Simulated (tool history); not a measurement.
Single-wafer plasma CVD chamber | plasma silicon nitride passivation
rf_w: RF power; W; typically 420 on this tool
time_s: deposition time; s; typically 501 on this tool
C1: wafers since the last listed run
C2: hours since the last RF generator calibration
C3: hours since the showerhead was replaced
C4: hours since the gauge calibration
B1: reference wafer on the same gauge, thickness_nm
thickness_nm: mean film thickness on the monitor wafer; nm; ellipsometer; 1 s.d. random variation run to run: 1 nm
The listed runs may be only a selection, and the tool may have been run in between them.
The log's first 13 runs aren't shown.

{"run": 14, "hour": 195.5, "rf_w": 420, "time_s": 501, "C1": 17, "C2": 4.7, "C3": 11.5, "C4": 283.2, "B1": 660.349, "thickness_nm": 688.114}
{"run": 15, "hour": 208.7, "rf_w": 420, "time_s": 501, "C1": 55, "C2": 17.9, "C3": 24.7, "C4": 296.4, "B1": 660.245, "thickness_nm": 689.326}
{"run": 16, "hour": 216.0, "rf_w": 420, "time_s": 501, "C1": 30, "C2": 25.2, "C3": 32, "C4": 303.7, "B1": 659.878, "thickness_nm": 689.273}
{"run": 17, "hour": 230.1, "rf_w": 420, "time_s": 501, "C1": 59, "C2": 39.3, "C3": 46.1, "C4": 317.8, "B1": 660.158, "thickness_nm": 687.613}
{"run": 18, "hour": 239.4, "rf_w": 420, "time_s": 501, "C1": 39, "C2": 48.6, "C3": 55.4, "C4": 327.1, "B1": 659.773, "thickness_nm": 688.599}
{"run": 19, "hour": 251.2, "rf_w": 485, "time_s": 536, "C1": 49, "C2": 60.4, "C3": 67.2, "C4": 338.9, "B1": 660.025, "thickness_nm": 764.404}
{"run": 20, "hour": 261.1, "rf_w": 375, "time_s": 528, "C1": 41, "C2": 70.3, "C3": 77.1, "C4": 348.8, "B1": 659.801, "thickness_nm": 703.899}
{"run": 21, "hour": 278.9, "rf_w": 340, "time_s": 501, "C1": 74, "C2": 88.1, "C3": 94.9, "C4": 366.6, "B1": 660.111, "thickness_nm": 648.898}
{"run": 22, "hour": 296.6, "rf_w": 485, "time_s": 430, "C1": 74, "C2": 105.8, "C3": 112.6, "C4": 384.3, "B1": 659.835, "thickness_nm": 615.597}
{"run": 23, "hour": 307.8, "rf_w": 390, "time_s": 427, "C1": 47, "C2": 117, "C3": 123.8, "C4": 395.5, "B1": 660.169, "thickness_nm": 574.689}
{"run": 24, "hour": 319.6, "rf_w": 420, "time_s": 441, "C1": 49, "C2": 128.8, "C3": 135.6, "C4": 407.3, "B1": 659.853, "thickness_nm": 605.926}
{"run": 25, "hour": 326.3, "rf_w": 370, "time_s": 501, "C1": 28, "C2": 135.5, "C3": 142.3, "C4": 414, "B1": 660.148, "thickness_nm": 665.148}
{"run": 26, "hour": 339.6, "rf_w": 365, "time_s": 580, "C1": 55, "C2": 148.8, "C3": 155.6, "C4": 427.3, "B1": 659.75, "thickness_nm": 764.74}
{"run": 27, "hour": 355.4, "rf_w": 420, "time_s": 501, "C1": 66, "C2": 164.6, "C3": 171.4, "C4": 443.1, "B1": 660.094, "thickness_nm": 687.87}
{"hour": 365.1, "done": "gauge calibrated"}
{"run": 28, "hour": 408.4, "rf_w": 420, "time_s": 501, "C1": 222, "C2": 217.6, "C3": 224.4, "C4": 43.3, "B1": 660.303, "thickness_nm": 688.297}
{"run": 29, "hour": 414.5, "rf_w": 465, "time_s": 564, "C1": 25, "C2": 223.7, "C3": 230.5, "C4": 49.4, "B1": 660.289, "thickness_nm": 796.075}
{"run": 30, "hour": 423.1, "rf_w": 355, "time_s": 501, "C1": 36, "C2": 232.3, "C3": 239.1, "C4": 58, "B1": 659.957, "thickness_nm": 656.916}
{"run": 31, "hour": 433.4, "rf_w": 335, "time_s": 577, "C1": 43, "C2": 242.6, "C3": 249.4, "C4": 68.3, "B1": 660.022, "thickness_nm": 744.014}
{"run": 32, "hour": 440.5, "rf_w": 375, "time_s": 562, "C1": 29, "C2": 249.7, "C3": 256.5, "C4": 75.4, "B1": 659.814, "thickness_nm": 746.832}
{"run": 33, "hour": 449.6, "rf_w": 420, "time_s": 501, "C1": 38, "C2": 258.8, "C3": 265.6, "C4": 84.5, "B1": 660.103, "thickness_nm": 686.858}
{"run": 34, "hour": 462.1, "rf_w": 455, "time_s": 529, "C1": 52, "C2": 271.3, "C3": 278.1, "C4": 97, "B1": 659.888, "thickness_nm": 740.877}
{"run": 35, "hour": 471.5, "rf_w": 370, "time_s": 404, "C1": 39, "C2": 280.7, "C3": 287.5, "C4": 106.4, "B1": 659.956, "thickness_nm": 536.401}

Consider 3 possible next runs. They are alternatives, not a sequence: every one starts from the tool as it was left by run 35. What does each give?
{"run": "A", "hour": 472.0, "rf_w": 420, "time_s": 432, "C1": 2, "C2": 281.2, "C3": 288, "C4": 106.9, "B1": "?", "thickness_nm": "?"}
{"run": "B", "hour": 472.0, "rf_w": 470, "time_s": 414, "C1": 2, "C2": 281.2, "C3": 288, "C4": 106.9, "B1": "?", "thickness_nm": "?"}
{"run": "C", "hour": 472.0, "rf_w": 420, "time_s": 412, "C1": 2, "C2": 281.2, "C3": 288, "C4": 106.9, "B1": "?", "thickness_nm": "?"}

run=A B1=660.248 thickness_nm=592.751
run=B B1=660.248 thickness_nm=586.017
run=C B1=660.248 thickness_nm=565.309
Stripped of hidden state, with their random variation kept, the same runs would have yielded:
run=A thickness_nm=593.65
run=B thickness_nm=586.906
run=C thickness_nm=566.166
